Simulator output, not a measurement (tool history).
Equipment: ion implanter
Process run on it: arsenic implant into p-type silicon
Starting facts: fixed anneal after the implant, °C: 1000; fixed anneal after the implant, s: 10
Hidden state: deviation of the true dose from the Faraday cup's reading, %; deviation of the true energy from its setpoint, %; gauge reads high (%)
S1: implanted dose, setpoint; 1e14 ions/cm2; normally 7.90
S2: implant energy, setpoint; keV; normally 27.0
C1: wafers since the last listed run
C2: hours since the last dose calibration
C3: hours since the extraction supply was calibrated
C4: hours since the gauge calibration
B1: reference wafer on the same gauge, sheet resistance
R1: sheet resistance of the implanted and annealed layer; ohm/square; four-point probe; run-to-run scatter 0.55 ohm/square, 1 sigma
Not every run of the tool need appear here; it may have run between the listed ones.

{"run": 1, "day": 0.0, "S1": 7.9, "S2": 27.0, "C1": 0, "C2": 191.2, "C3": 3892.4, "C4": 320.9, "B1": 144.03, "R1": 165.86}
{"run": 2, "day": 1.304, "S1": 7.9, "S2": 27.0, "C1": 664, "C2": 222.5, "C3": 3923.7, "C4": 352.2, "B1": 143.96, "R1": 165.64}
{"day": 1.854, "done": "gauge calibrated"}
{"run": 3, "day": 2.467, "S1": 7.9, "S2": 27.0, "C1": 592, "C2": 250.4, "C3": 3951.6, "C4": 14.7, "B1": 143.89, "R1": 165.66}
{"run": 4, "day": 3.492, "S1": 7.9, "S2": 27.0, "C1": 522, "C2": 275.0, "C3": 3976.2, "C4": 39.3, "B1": 144.0, "R1": 165.56}
{"run": 5, "day": 4.575, "S1": 7.9, "S2": 27.0, "C1": 552, "C2": 301.0, "C3": 4002.2, "C4": 65.3, "B1": 143.95, "R1": 166.06}
{"run": 6, "day": 5.304, "S1": 7.9, "S2": 31.0, "C1": 371, "C2": 318.5, "C3": 4019.7, "C4": 82.8, "B1": 144.0, "R1": 161.58}
{"run": 7, "day": 5.829, "S1": 7.9, "S2": 27.0, "C1": 267, "C2": 331.1, "C3": 4032.3, "C4": 95.4, "B1": 143.99, "R1": 165.88}
{"run": 8, "day": 6.379, "S1": 6.88, "S2": 23.0, "C1": 280, "C2": 344.3, "C3": 4045.5, "C4": 108.6, "B1": 144.03, "R1": 187.91}
{"run": 9, "day": 7.558, "S1": 6.88, "S2": 23.0, "C1": 600, "C2": 372.6, "C3": 4073.8, "C4": 136.9, "B1": 144.02, "R1": 188.88}
{"run": 10, "day": 8.554, "S1": 6.88, "S2": 23.0, "C1": 507, "C2": 396.5, "C3": 4097.7, "C4": 160.8, "B1": 143.99, "R1": 188.18}
{"run": 11, "day": 9.371, "S1": 7.9, "S2": 27.0, "C1": 416, "C2": 416.1, "C3": 4117.3, "C4": 180.4, "B1": 143.98, "R1": 166.8}
{"run": 12, "day": 10.617, "S1": 7.9, "S2": 27.0, "C1": 634, "C2": 446.0, "C3": 4147.2, "C4": 210.3, "B1": 144.03, "R1": 167.75}
{"run": 13, "day": 11.433, "S1": 8.78, "S2": 27.0, "C1": 416, "C2": 465.6, "C3": 4166.8, "C4": 229.9, "B1": 144.01, "R1": 156.62}
{"run": 14, "day": 12.025, "S1": 7.9, "S2": 22.5, "C1": 301, "C2": 479.8, "C3": 4181.0, "C4": 244.1, "B1": 143.88, "R1": 174.76}
{"run": 15, "day": 12.912, "S1": 7.9, "S2": 27.0, "C1": 452, "C2": 501.1, "C3": 4202.3, "C4": 265.4, "B1": 144.01, "R1": 167.58}
{"day": 14.058, "done": "Faraday cup replaced and dose calibrated"}
{"run": 16, "day": 14.079, "S1": 7.9, "S2": 36.0, "C1": 424, "C2": 0.5, "C3": 4230.3, "C4": 293.4, "B1": 144.04, "R1": 154.24}
{"day": 14.7, "done": "gauge calibrated"}
{"day": 15.067, "done": "extraction supply calibrated"}
{"run": 17, "day": 15.296, "S1": 5.77, "S2": 27.0, "C1": 450, "C2": 29.7, "C3": 5.5, "C4": 14.3, "B1": 143.92, "R1": 204.81}
{"run": 18, "day": 16.171, "S1": 6.61, "S2": 35.5, "C1": 445, "C2": 50.7, "C3": 26.5, "C4": 35.3, "B1": 144.04, "R1": 175.24}
{"run": 19, "day": 17.088, "S1": 7.9, "S2": 27.0, "C1": 467, "C2": 72.7, "C3": 48.5, "C4": 57.3, "B1": 144.01, "R1": 165.85}
{"run": 20, "day": 18.546, "S1": 6.69, "S2": 27.0, "C1": 743, "C2": 107.7, "C3": 83.5, "C4": 92.3, "B1": 143.9, "R1": 184.25}
{"run": 21, "day": 19.446, "S1": 9.9, "S2": 36.0, "C1": 458, "C2": 129.3, "C3": 105.1, "C4": 113.9, "B1": 143.97, "R1": 133.42}
{"run": 22, "day": 20.6, "S1": 7.9, "S2": 24.5, "C1": 588, "C2": 157.0, "C3": 132.8, "C4": 141.6, "B1": 144.0, "R1": 169.21}
{"run": 23, "day": 22.596, "S1": 6.96, "S2": 27.0, "C1": 1017, "C2": 204.9, "C3": 180.7, "C4": 189.5, "B1": 144.1, "R1": 179.84}
{"run": 24, "day": 23.212, "S1": 7.9, "S2": 27.0, "C1": 314, "C2": 219.7, "C3": 195.5, "C4": 204.3, "B1": 143.94, "R1": 165.14}
{"run": 25, "day": 24.383, "S1": 7.9, "S2": 36.0, "C1": 596, "C2": 247.8, "C3": 223.6, "C4": 232.4, "B1": 144.07, "R1": 154.89}

List, for all runs, the conditions of the tool that the log does not record:
deviation of the true energy from its setpoint, %: 0 on each run
gauge reads high (%): 0 on each run
H1: deviation of the true dose from the Faraday cup's reading, %
run=1 H1=-0.432
run=2 H1=-0.519
run=3 H1=-0.607
run=4 H1=-0.694
run=5 H1=-0.794
run=6 H1=-0.867
run=7 H1=-0.922
run=8 H1=-0.982
run=9 H1=-1.12
run=10 H1=-1.24
run=11 H1=-1.35
run=12 H1=-1.52
run=13 H1=-1.64
run=14 H1=-1.73
run=15 H1=-1.87
run=16 H1=0.212
run=17 H1=0.206
run=18 H1=0.195
run=19 H1=0.177
run=20 H1=0.134
run=21 H1=0.1
run=22 H1=0.0468
run=23 H1=-0.0695
run=24 H1=-0.112
run=25 H1=-0.2
